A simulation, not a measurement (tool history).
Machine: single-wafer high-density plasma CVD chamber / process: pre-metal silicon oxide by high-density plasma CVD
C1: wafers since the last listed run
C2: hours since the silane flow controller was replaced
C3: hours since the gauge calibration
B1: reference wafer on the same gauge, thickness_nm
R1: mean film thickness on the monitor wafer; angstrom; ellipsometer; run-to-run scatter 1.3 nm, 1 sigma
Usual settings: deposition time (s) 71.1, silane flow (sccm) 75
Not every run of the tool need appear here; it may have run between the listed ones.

run 1 hour=0.0 | deposition_time_(s)=65.2 silane_flow_(sccm)=75 | C1=0 C2=1339.0 C3=459.9 | B1=543.788 | R1=5669.41
run 2 hour=27.0 | deposition_time_(s)=65.2 silane_flow_(sccm)=75 | C1=444 C2=1366.0 C3=486.9 | B1=543.997 | R1=5710.31
run 3 hour=47.5 | deposition_time_(s)=65.2 silane_flow_(sccm)=75 | C1=337 C2=1386.5 C3=507.4 | B1=543.767 | R1=5680.57
run 4 hour=67.4 | deposition_time_(s)=76.1 silane_flow_(sccm)=75 | C1=327 C2=1406.4 C3=527.3 | B1=543.409 | R1=6665.57
-- hour=70.0 gauge calibrated
run 5 hour=102.8 | deposition_time_(s)=76.1 silane_flow_(sccm)=75 | C1=583 C2=1441.8 C3=32.8 | B1=544.051 | R1=6671.29
run 6 hour=189.9 | deposition_time_(s)=76.1 silane_flow_(sccm)=75 | C1=1435 C2=1528.9 C3=119.9 | B1=544.106 | R1=6710.21
run 7 hour=206.0 | deposition_time_(s)=71.1 silane_flow_(sccm)=75 | C1=265 C2=1545.0 C3=136.0 | B1=544.297 | R1=6243.67
run 8 hour=242.0 | deposition_time_(s)=77.4 silane_flow_(sccm)=86 | C1=593 C2=1581.0 C3=172.0 | B1=544.182 | R1=7803.14
run 9 hour=266.1 | deposition_time_(s)=71.1 silane_flow_(sccm)=75 | C1=397 C2=1605.1 C3=196.1 | B1=543.905 | R1=6271.77
run 10 hour=278.6 | deposition_time_(s)=71.1 silane_flow_(sccm)=75 | C1=205 C2=1617.6 C3=208.6 | B1=544.147 | R1=6270.03
-- hour=289.9 silane flow controller replaced
run 11 hour=313.2 | deposition_time_(s)=71.1 silane_flow_(sccm)=75 | C1=438 C2=23.3 C3=243.2 | B1=543.689 | R1=6043.20
run 12 hour=340.3 | deposition_time_(s)=71.1 silane_flow_(sccm)=75 | C1=446 C2=50.4 C3=270.3 | B1=543.852 | R1=6031.55
run 13 hour=358.8 | deposition_time_(s)=65.9 silane_flow_(sccm)=71 | C1=304 C2=68.9 C3=288.8 | B1=543.698 | R1=5299.50
run 14 hour=393.0 | deposition_time_(s)=71.1 silane_flow_(sccm)=75 | C1=563 C2=103.1 C3=323.0 | B1=544.052 | R1=6021.67
run 15 hour=425.0 | deposition_time_(s)=71.1 silane_flow_(sccm)=75 | C1=527 C2=135.1 C3=355.0 | B1=543.940 | R1=6018.96
run 16 hour=451.5 | deposition_time_(s)=82.3 silane_flow_(sccm)=61 | C1=436 C2=161.6 C3=381.5 | B1=544.138 | R1=5678.54
run 17 hour=472.3 | deposition_time_(s)=71.1 silane_flow_(sccm)=75 | C1=342 C2=182.4 C3=402.3 | B1=543.694 | R1=6033.13
run 18 hour=489.3 | deposition_time_(s)=61.8 silane_flow_(sccm)=62 | C1=280 C2=199.4 C3=419.3 | B1=543.925 | R1=4360.36
run 19 hour=515.5 | deposition_time_(s)=77.6 silane_flow_(sccm)=75 | C1=431 C2=225.6 C3=445.5 | B1=544.165 | R1=6596.96
run 20 hour=528.1 | deposition_time_(s)=59.9 silane_flow_(sccm)=66 | C1=207 C2=238.2 C3=458.1 | B1=544.282 | R1=4495.16
-- hour=589.2 gauge calibrated
run 21 hour=615.7 | deposition_time_(s)=61.1 silane_flow_(sccm)=85 | C1=1443 C2=325.8 C3=26.5 | B1=543.915 | R1=5880.95
run 22 hour=641.2 | deposition_time_(s)=77.3 silane_flow_(sccm)=85 | C1=420 C2=351.3 C3=52.0 | B1=543.663 | R1=7471.85
run 23 hour=668.7 | deposition_time_(s)=64.2 silane_flow_(sccm)=83 | C1=453 C2=378.8 C3=79.5 | B1=544.044 | R1=6075.41
run 24 hour=767.8 | deposition_time_(s)=83.9 silane_flow_(sccm)=84 | C1=1632 C2=477.9 C3=178.6 | B1=543.400 | R1=8024.19
run 25 hour=787.3 | deposition_time_(s)=71.1 silane_flow_(sccm)=84 | C1=321 C2=497.4 C3=198.1 | B1=543.936 | R1=6805.01

Run 26, settings as shown, results not yet in. Your forecast:
run 26 hour=805.5 | deposition_time_(s)=71.1 silane_flow_(sccm)=75 | C1=299 C2=515.6 C3=216.3 | B1=? | R1=?

B1: 544.259
R1: 6077.49 angstrom
Take away the tool's hidden state, keep the run-to-run variation as it was, and the same run would have given R1 6035.85 angstrom.
